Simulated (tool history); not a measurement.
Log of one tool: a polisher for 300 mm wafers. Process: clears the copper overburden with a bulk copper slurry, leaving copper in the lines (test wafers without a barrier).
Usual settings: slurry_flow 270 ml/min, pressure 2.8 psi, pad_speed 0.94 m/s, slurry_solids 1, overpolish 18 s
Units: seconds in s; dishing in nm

run,hour,slurry_flow,pressure,pad_speed,slurry_solids,overpolish,"incoming thickness of the incoming film, nm",seconds,dishing
1,0,270,2.8,0.94,1,18,1367.2,190.1,75.8
2,29.8,270,2.8,0.94,1,18,1359.3,200,72.7
# hour 37.3: slurry nozzle cleaned
# hour 53.7: worn pad replaced by a new one
3,54.9,270,2.8,0.94,1,18,1345.1,175.1,78.1
4,73.2,270,2.8,0.86,1,18,1386.2,203.3,73.4
5,107.1,270,2.8,0.86,1,18,1353.3,205.5,72.3
6,138.1,270,2.8,0.86,1,25,1368.3,209.2,84.9
# hour 170.1: slurry blender recalibrated
7,170.6,270,2.8,0.86,1,25,1382.6,213,81.9
# hour 190.3: worn pad replaced by a new one, of another model than before
8,196.1,270,2.8,0.94,1,18,1370.9,180.6,78.1
# hour 215.8: slurry nozzle cleaned
9,225.7,270,2.5,0.94,1,18,1348,204.5,70.3
10,260.9,270,3.5,0.94,1.2,8,1362.2,150.9,53.8
11,275,270,2.8,0.94,0.85,18,1344.1,202.2,72.9
12,299,305,3.2,0.66,0.9,18,1365.8,218.5,73.8
13,316.9,270,2.5,0.94,1,10,1383.6,225,46.6
# hour 324.3: head pressure recalibrated
# hour 339.1: worn pad replaced by a new one
14,342.7,340,2.8,0.94,0.75,26,1370.5,194.6,90.5
15,359.2,270,2.8,0.94,1,18,1336.5,180,76
16,387.2,270,3.1,0.94,1,18,1340.1,165.9,82.6
# hour 393.4: slurry nozzle cleaned
17,411.2,310,2.8,0.94,1,13,1363.7,189.6,63
18,437.7,270,2.8,0.94,1,18,1354.3,192,75.4

The same runs without the tool's hidden state, with the same run-to-run variation:
The hidden state here: removal rate lost through wear of the pad, %; slurry flow missing at the pad, %; deviation of the head's pressure from its setpoint, %; abrasive missing from the slurry, %.
run,seconds,dishing
1,175.1,79.1
2,179.5,77
3,174.6,78.2
4,199.8,74.1
5,196.5,74.1
6,195,87.5
7,193.1,85.5
8,178.1,78.6
9,196.9,71.7
10,141.1,56.4
11,186.9,76
12,197.9,78.2
13,200.6,50.6
14,191.5,91
15,174.8,77.2
16,157.5,84.7
17,176.4,65.9
18,174.7,79.2
